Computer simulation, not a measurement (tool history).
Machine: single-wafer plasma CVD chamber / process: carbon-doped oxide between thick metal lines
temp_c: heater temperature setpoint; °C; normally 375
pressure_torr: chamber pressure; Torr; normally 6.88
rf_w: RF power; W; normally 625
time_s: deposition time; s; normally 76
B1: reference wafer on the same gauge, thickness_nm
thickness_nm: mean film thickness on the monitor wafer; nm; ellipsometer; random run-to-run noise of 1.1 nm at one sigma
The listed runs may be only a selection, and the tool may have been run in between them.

{"run": 1, "hour": 0.0, "temp_c": 375, "pressure_torr": 6.88, "rf_w": 625, "time_s": 76, "B1": 397.317, "thickness_nm": 440.098}
{"run": 2, "hour": 7.0, "temp_c": 375, "pressure_torr": 6.88, "rf_w": 625, "time_s": 76, "B1": 396.674, "thickness_nm": 442.271}
{"run": 3, "hour": 16.9, "temp_c": 375, "pressure_torr": 6.88, "rf_w": 625, "time_s": 76, "B1": 397.067, "thickness_nm": 442.346}
{"run": 4, "hour": 29.6, "temp_c": 375, "pressure_torr": 6.88, "rf_w": 625, "time_s": 76, "B1": 397.026, "thickness_nm": 441.564}
{"run": 5, "hour": 45.2, "temp_c": 375, "pressure_torr": 6.88, "rf_w": 625, "time_s": 76, "B1": 396.859, "thickness_nm": 442.22}
{"run": 6, "hour": 56.1, "temp_c": 375, "pressure_torr": 6.88, "rf_w": 625, "time_s": 76, "B1": 397.155, "thickness_nm": 440.876}
{"run": 7, "hour": 64.7, "temp_c": 375, "pressure_torr": 6.88, "rf_w": 625, "time_s": 76, "B1": 397.111, "thickness_nm": 440.977}
{"run": 8, "hour": 73.2, "temp_c": 375, "pressure_torr": 6.88, "rf_w": 625, "time_s": 76, "B1": 396.943, "thickness_nm": 441.356}
{"run": 9, "hour": 83.4, "temp_c": 375, "pressure_torr": 6.88, "rf_w": 625, "time_s": 76, "B1": 397.028, "thickness_nm": 442.633}
{"run": 10, "hour": 89.8, "temp_c": 375, "pressure_torr": 6.88, "rf_w": 625, "time_s": 76, "B1": 397.315, "thickness_nm": 440.453}
{"hour": 106.6, "done": "capacitance manometer re-zeroed and calibrated"}
{"hour": 114.3, "done": "RF generator calibrated"}
{"run": 11, "hour": 114.8, "temp_c": 375, "pressure_torr": 6.88, "rf_w": 625, "time_s": 76, "B1": 396.889, "thickness_nm": 454.008}
{"run": 12, "hour": 115.1, "temp_c": 375, "pressure_torr": 6.88, "rf_w": 625, "time_s": 76, "B1": 397.009, "thickness_nm": 454.879}
{"run": 13, "hour": 117.5, "temp_c": 375, "pressure_torr": 6.88, "rf_w": 625, "time_s": 67.3, "B1": 397.141, "thickness_nm": 404.107}
{"run": 14, "hour": 127.2, "temp_c": 364, "pressure_torr": 6.88, "rf_w": 625, "time_s": 67.2, "B1": 397.386, "thickness_nm": 413.338}
{"hour": 136.6, "done": "gauge calibrated"}
{"run": 15, "hour": 142.7, "temp_c": 364, "pressure_torr": 6.88, "rf_w": 625, "time_s": 80.4, "B1": 397.039, "thickness_nm": 492.967}
{"run": 16, "hour": 157.7, "temp_c": 375, "pressure_torr": 6.88, "rf_w": 625, "time_s": 76, "B1": 397.126, "thickness_nm": 453.082}
{"run": 17, "hour": 165.6, "temp_c": 375, "pressure_torr": 6.88, "rf_w": 625, "time_s": 76, "B1": 396.952, "thickness_nm": 451.766}
{"run": 18, "hour": 183.0, "temp_c": 375, "pressure_torr": 6.88, "rf_w": 625, "time_s": 81.1, "B1": 397.337, "thickness_nm": 482.457}
{"run": 19, "hour": 193.8, "temp_c": 375, "pressure_torr": 6.23, "rf_w": 675, "time_s": 76, "B1": 396.972, "thickness_nm": 460.091}
{"run": 20, "hour": 202.7, "temp_c": 361, "pressure_torr": 6.88, "rf_w": 665, "time_s": 61.3, "B1": 396.773, "thickness_nm": 386.542}
{"run": 21, "hour": 211.6, "temp_c": 375, "pressure_torr": 6.88, "rf_w": 625, "time_s": 76, "B1": 396.921, "thickness_nm": 450.192}
{"run": 22, "hour": 219.2, "temp_c": 375, "pressure_torr": 6.88, "rf_w": 625, "time_s": 81.8, "B1": 396.863, "thickness_nm": 486.269}
{"hour": 250.0, "done": "showerhead replaced"}
{"hour": 251.7, "done": "thermocouple changed; heater temperature recalibrated"}
{"run": 23, "hour": 264.3, "temp_c": 375, "pressure_torr": 6.88, "rf_w": 685, "time_s": 82.5, "B1": 396.899, "thickness_nm": 505.164}
{"run": 24, "hour": 281.7, "temp_c": 375, "pressure_torr": 6.05, "rf_w": 685, "time_s": 76, "B1": 397.11, "thickness_nm": 459.025}
{"run": 25, "hour": 320.5, "temp_c": 375, "pressure_torr": 7.41, "rf_w": 665, "time_s": 76, "B1": 396.811, "thickness_nm": 463.576}

Alternative continuations, all from the tool just after run 25; predict every row:
{"run": "A", "hour": 320.9, "temp_c": 375, "pressure_torr": 6.88, "rf_w": 625, "time_s": 64.1, "B1": "?", "thickness_nm": "?"}
{"run": "B", "hour": 320.9, "temp_c": 375, "pressure_torr": 6.88, "rf_w": 625, "time_s": 80.3, "B1": "?", "thickness_nm": "?"}
{"run": "C", "hour": 320.9, "temp_c": 375, "pressure_torr": 7.97, "rf_w": 625, "time_s": 76, "B1": "?", "thickness_nm": "?"}
{"run": "D", "hour": 320.9, "temp_c": 375, "pressure_torr": 5.46, "rf_w": 570, "time_s": 76, "B1": "?", "thickness_nm": "?"}

run=A B1=396.703 thickness_nm=377.323
run=B B1=396.703 thickness_nm=471.889
run=C B1=396.703 thickness_nm=452.237
run=D B1=396.703 thickness_nm=417.729
With the hidden condition removed and each run's random variation left untouched, the same runs would have given:
run=A thickness_nm=385.418
run=B thickness_nm=482.013
run=C thickness_nm=461.939
run=D thickness_nm=426.691
